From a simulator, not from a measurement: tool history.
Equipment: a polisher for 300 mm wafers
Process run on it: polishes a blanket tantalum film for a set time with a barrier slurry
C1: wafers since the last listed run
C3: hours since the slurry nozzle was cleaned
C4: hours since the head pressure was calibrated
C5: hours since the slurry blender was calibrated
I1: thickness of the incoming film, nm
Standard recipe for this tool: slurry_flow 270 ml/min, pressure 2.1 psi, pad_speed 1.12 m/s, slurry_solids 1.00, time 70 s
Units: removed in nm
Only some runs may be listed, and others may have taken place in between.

{"run": 1, "hour": 0.0, "slurry_flow": 270, "pressure": 2.1, "pad_speed": 1.12, "slurry_solids": 1.0, "time": 70, "C1": 0, "wafers polished on this pad": 2307, "C3": 424.0, "C4": 259.5, "C5": 307.8, "I1": 409.8, "removed": 141.6}
{"run": 2, "hour": 26.0, "slurry_flow": 270, "pressure": 2.1, "pad_speed": 1.12, "slurry_solids": 1.0, "time": 70, "C1": 188, "wafers polished on this pad": 2495, "C3": 450.0, "C4": 285.5, "C5": 333.8, "I1": 408.9, "removed": 139.2}
{"run": 3, "hour": 93.2, "slurry_flow": 270, "pressure": 2.1, "pad_speed": 1.12, "slurry_solids": 1.0, "time": 70, "C1": 486, "wafers polished on this pad": 2982, "C3": 517.2, "C4": 352.7, "C5": 401.0, "I1": 411.4, "removed": 139.2}
{"hour": 97.9, "done": "worn pad replaced by a new one"}
{"run": 4, "hour": 124.5, "slurry_flow": 270, "pressure": 2.1, "pad_speed": 0.9, "slurry_solids": 1.0, "time": 70, "C1": 197, "wafers polished on this pad": 192, "C3": 548.5, "C4": 384.0, "C5": 432.3, "I1": 411.3, "removed": 121.2}
{"hour": 139.7, "done": "head pressure recalibrated"}
{"hour": 144.0, "done": "slurry blender recalibrated"}
{"run": 5, "hour": 193.0, "slurry_flow": 270, "pressure": 2.1, "pad_speed": 1.12, "slurry_solids": 1.15, "time": 70, "C1": 467, "wafers polished on this pad": 659, "C3": 617.0, "C4": 53.3, "C5": 49.0, "I1": 414.3, "removed": 153.2}
{"run": 6, "hour": 258.0, "slurry_flow": 270, "pressure": 2.1, "pad_speed": 1.12, "slurry_solids": 1.0, "time": 70, "C1": 470, "wafers polished on this pad": 1130, "C3": 682.0, "C4": 118.3, "C5": 114.0, "I1": 413.4, "removed": 145.1}
{"run": 7, "hour": 299.2, "slurry_flow": 200, "pressure": 2.1, "pad_speed": 1.12, "slurry_solids": 1.0, "time": 70, "C1": 298, "wafers polished on this pad": 1428, "C3": 723.2, "C4": 159.5, "C5": 155.2, "I1": 409.6, "removed": 140.5}
{"run": 8, "hour": 331.1, "slurry_flow": 200, "pressure": 2.1, "pad_speed": 1.12, "slurry_solids": 1.0, "time": 70, "C1": 230, "wafers polished on this pad": 1659, "C3": 755.1, "C4": 191.4, "C5": 187.1, "I1": 412.2, "removed": 141.2}
{"hour": 383.2, "done": "slurry nozzle cleaned"}
{"run": 9, "hour": 392.4, "slurry_flow": 270, "pressure": 2.1, "pad_speed": 1.12, "slurry_solids": 1.0, "time": 70, "C1": 436, "wafers polished on this pad": 2096, "C3": 9.2, "C4": 252.7, "C5": 248.4, "I1": 409.0, "removed": 143.7}
{"run": 10, "hour": 459.5, "slurry_flow": 270, "pressure": 2.1, "pad_speed": 1.12, "slurry_solids": 1.0, "time": 70, "C1": 485, "wafers polished on this pad": 2582, "C3": 76.3, "C4": 319.8, "C5": 315.5, "I1": 409.8, "removed": 139.7}
{"hour": 470.4, "done": "head pressure recalibrated"}
{"hour": 489.3, "done": "worn pad replaced by a new one"}
{"run": 11, "hour": 489.8, "slurry_flow": 270, "pressure": 2.1, "pad_speed": 1.28, "slurry_solids": 1.0, "time": 48, "C1": 175, "wafers polished on this pad": 3, "C3": 106.6, "C4": 19.4, "C5": 345.8, "I1": 417.4, "removed": 119.2}
{"run": 12, "hour": 533.1, "slurry_flow": 270, "pressure": 2.1, "pad_speed": 1.12, "slurry_solids": 1.0, "time": 70, "C1": 313, "wafers polished on this pad": 316, "C3": 149.9, "C4": 62.7, "C5": 389.1, "I1": 413.7, "removed": 150.6}
{"hour": 540.7, "done": "slurry blender recalibrated"}
{"run": 13, "hour": 567.2, "slurry_flow": 270, "pressure": 2.4, "pad_speed": 1.12, "slurry_solids": 1.0, "time": 70, "C1": 232, "wafers polished on this pad": 549, "C3": 184.0, "C4": 96.8, "C5": 26.5, "I1": 411.5, "removed": 170.5}
{"run": 14, "hour": 616.7, "slurry_flow": 175, "pressure": 2.1, "pad_speed": 1.12, "slurry_solids": 1.0, "time": 61, "C1": 358, "wafers polished on this pad": 907, "C3": 233.5, "C4": 146.3, "C5": 76.0, "I1": 415.5, "removed": 124.9}
{"run": 15, "hour": 662.3, "slurry_flow": 270, "pressure": 2.1, "pad_speed": 1.12, "slurry_solids": 1.0, "time": 70, "C1": 330, "wafers polished on this pad": 1237, "C3": 279.1, "C4": 191.9, "C5": 121.6, "I1": 407.3, "removed": 145.2}
{"run": 16, "hour": 696.8, "slurry_flow": 270, "pressure": 2.1, "pad_speed": 1.12, "slurry_solids": 1.0, "time": 70, "C1": 249, "wafers polished on this pad": 1487, "C3": 313.6, "C4": 226.4, "C5": 156.1, "I1": 412.9, "removed": 145.3}
{"run": 17, "hour": 753.3, "slurry_flow": 270, "pressure": 2.1, "pad_speed": 1.12, "slurry_solids": 1.0, "time": 70, "C1": 409, "wafers polished on this pad": 1896, "C3": 370.1, "C4": 282.9, "C5": 212.6, "I1": 408.2, "removed": 143.8}
{"run": 18, "hour": 783.4, "slurry_flow": 270, "pressure": 2.6, "pad_speed": 1.12, "slurry_solids": 1.0, "time": 70, "C1": 217, "wafers polished on this pad": 2114, "C3": 400.2, "C4": 313.0, "C5": 242.7, "I1": 411.2, "removed": 177.4}
{"run": 19, "hour": 829.3, "slurry_flow": 315, "pressure": 2.1, "pad_speed": 1.12, "slurry_solids": 1.0, "time": 70, "C1": 332, "wafers polished on this pad": 2447, "C3": 446.1, "C4": 358.9, "C5": 288.6, "I1": 411.9, "removed": 139.5}
{"hour": 867.8, "done": "head pressure recalibrated"}
{"run": 20, "hour": 877.3, "slurry_flow": 270, "pressure": 2.1, "pad_speed": 1.12, "slurry_solids": 1.0, "time": 70, "C1": 333, "wafers polished on this pad": 2780, "C3": 494.1, "C4": 9.5, "C5": 336.6, "I1": 406.5, "removed": 138.2}
{"hour": 901.5, "done": "worn pad replaced by a new one"}
{"run": 21, "hour": 906.3, "slurry_flow": 270, "pressure": 1.8, "pad_speed": 1.12, "slurry_solids": 1.0, "time": 70, "C1": 181, "wafers polished on this pad": 34, "C3": 523.1, "C4": 38.5, "C5": 365.6, "I1": 411.9, "removed": 131.9}
{"hour": 978.5, "done": "slurry blender recalibrated"}
{"run": 22, "hour": 979.0, "slurry_flow": 270, "pressure": 2.1, "pad_speed": 0.82, "slurry_solids": 1.0, "time": 70, "C1": 511, "wafers polished on this pad": 546, "C3": 595.8, "C4": 111.2, "C5": 0.5, "I1": 410.6, "removed": 110.5}
{"run": 23, "hour": 1044.9, "slurry_flow": 270, "pressure": 1.5, "pad_speed": 1.12, "slurry_solids": 1.0, "time": 70, "C1": 477, "wafers polished on this pad": 1024, "C3": 661.7, "C4": 177.1, "C5": 66.4, "I1": 408.1, "removed": 105.9}
{"run": 24, "hour": 1069.6, "slurry_flow": 270, "pressure": 2.7, "pad_speed": 1.0, "slurry_solids": 0.7, "time": 70, "C1": 178, "wafers polished on this pad": 1202, "C3": 686.4, "C4": 201.8, "C5": 91.1, "I1": 403.7, "removed": 159.5}
{"run": 25, "hour": 1129.7, "slurry_flow": 270, "pressure": 1.5, "pad_speed": 0.96, "slurry_solids": 0.9, "time": 70, "C1": 435, "wafers polished on this pad": 1638, "C3": 746.5, "C4": 261.9, "C5": 151.2, "I1": 409.5, "removed": 87.3}
{"run": 26, "hour": 1178.3, "slurry_flow": 330, "pressure": 2.1, "pad_speed": 1.12, "slurry_solids": 1.0, "time": 70, "C1": 351, "wafers polished on this pad": 1990, "C3": 795.1, "C4": 310.5, "C5": 199.8, "I1": 410.1, "removed": 144.5}
{"run": 27, "hour": 1214.6, "slurry_flow": 215, "pressure": 1.8, "pad_speed": 1.3, "slurry_solids": 1.0, "time": 85, "C1": 262, "wafers polished on this pad": 2252, "C3": 831.4, "C4": 346.8, "C5": 236.1, "I1": 416.1, "removed": 166.5}
{"hour": 1253.0, "done": "slurry nozzle cleaned"}
{"run": 28, "hour": 1280.3, "slurry_flow": 270, "pressure": 1.5, "pad_speed": 1.4, "slurry_solids": 1.0, "time": 70, "C1": 468, "wafers polished on this pad": 2721, "C3": 27.3, "C4": 412.5, "C5": 301.8, "I1": 413.5, "removed": 125.3}
{"hour": 1287.7, "done": "head pressure recalibrated"}
{"hour": 1317.6, "done": "worn pad replaced by a new one"}
{"run": 29, "hour": 1332.0, "slurry_flow": 270, "pressure": 2.1, "pad_speed": 1.12, "slurry_solids": 1.0, "time": 70, "C1": 330, "wafers polished on this pad": 104, "C3": 79.0, "C4": 44.3, "C5": 353.5, "I1": 408.9, "removed": 150.9}
{"run": 30, "hour": 1362.8, "slurry_flow": 230, "pressure": 2.1, "pad_speed": 1.12, "slurry_solids": 1.0, "time": 77, "C1": 223, "wafers polished on this pad": 327, "C3": 109.8, "C4": 75.1, "C5": 384.3, "I1": 409.7, "removed": 163.9}

Difference, measured minus no-hidden-state, one row per run. Run-to-run variation is common to both terms; the gauge's own scatter need not be:
Hidden conditions of the tool in this case: removal rate lost through wear of the pad, %; slurry flow missing at the pad, %; deviation of the head's pressure from its setpoint, %; abrasive missing from the slurry, %.
run=1 removed=-11.5
run=2 removed=-12.4
run=3 removed=-15.0
run=4 removed=-1.7
run=5 removed=-4.8
run=6 removed=-6.8
run=7 removed=-8.1
run=8 removed=-9.4
run=9 removed=-11.8
run=10 removed=-14.1
run=11 removed=-1.0
run=12 removed=-2.9
run=13 removed=-4.7
run=14 removed=-4.9
run=15 removed=-7.4
run=16 removed=-8.8
run=17 removed=-10.8
run=18 removed=-14.8
run=19 removed=-13.4
run=20 removed=-15.2
run=21 removed=-0.5
run=22 removed=-2.3
run=23 removed=-4.0
run=24 removed=-7.0
run=25 removed=-5.2
run=26 removed=-10.5
run=27 removed=-13.7
run=28 removed=-12.6
run=29 removed=-1.8
run=30 removed=-3.1
